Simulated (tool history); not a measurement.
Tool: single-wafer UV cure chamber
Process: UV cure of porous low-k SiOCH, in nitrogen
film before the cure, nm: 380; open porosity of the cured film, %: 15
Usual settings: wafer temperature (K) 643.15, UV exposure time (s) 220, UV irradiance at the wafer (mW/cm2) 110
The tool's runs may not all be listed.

run	day	wafer temperature (K)	UV exposure time (s)	UV irradiance at the wafer (mW/cm2)	loss of film thickness in the cure (%)
1	0.000	643.15	220	110	10.429
2	0.412	643.15	220	110	10.404
3	0.933	643.15	220	110	10.713
4	1.346	643.15	220	110	10.267
5	1.862	643.15	220	110	10.334
6	2.458	643.15	220	110	10.153
7	3.079	643.15	220	110	10.121
8	3.717	643.15	220	110	10.243
9	4.354	643.15	220	110	10.249
10	5.054	632.15	220	110	9.797
11	5.392	643.15	220	110	10.066
12	6.038	634.15	220	131	10.553
13	6.354	634.15	220	131	10.505
# day 7.012: quartz window cleaned
14	7.033	631.15	220	110	10.874
15	7.488	631.15	220	110	10.576
16	8.158	643.15	220	110	11.189
# day 8.508: UV bulbs replaced
17	8.550	660.15	135	110	9.363
18	8.871	631.15	220	110	11.025
19	10.238	654.15	220	110	11.310
20	10.971	656.15	305	80	11.244
21	11.442	643.15	220	110	10.760
22	12.400	633.15	220	110	10.418
23	12.750	643.15	220	110	10.765
24	13.379	643.15	220	110	10.865
25	13.992	643.15	170	110	9.849
26	14.342	656.15	220	85	10.167
27	14.746	643.15	270	110	12.074
28	15.350	627.15	350	110	12.915

Estimate the outcome of run 29 from the log above:
29	15.800	637.15	145	94	?

For run 29 the tool returned loss of film thickness in the cure (%) 8.370.
If the tool had no hidden condition, the same run with the same run-to-run variation would have returned loss of film thickness in the cure (%) 8.516.
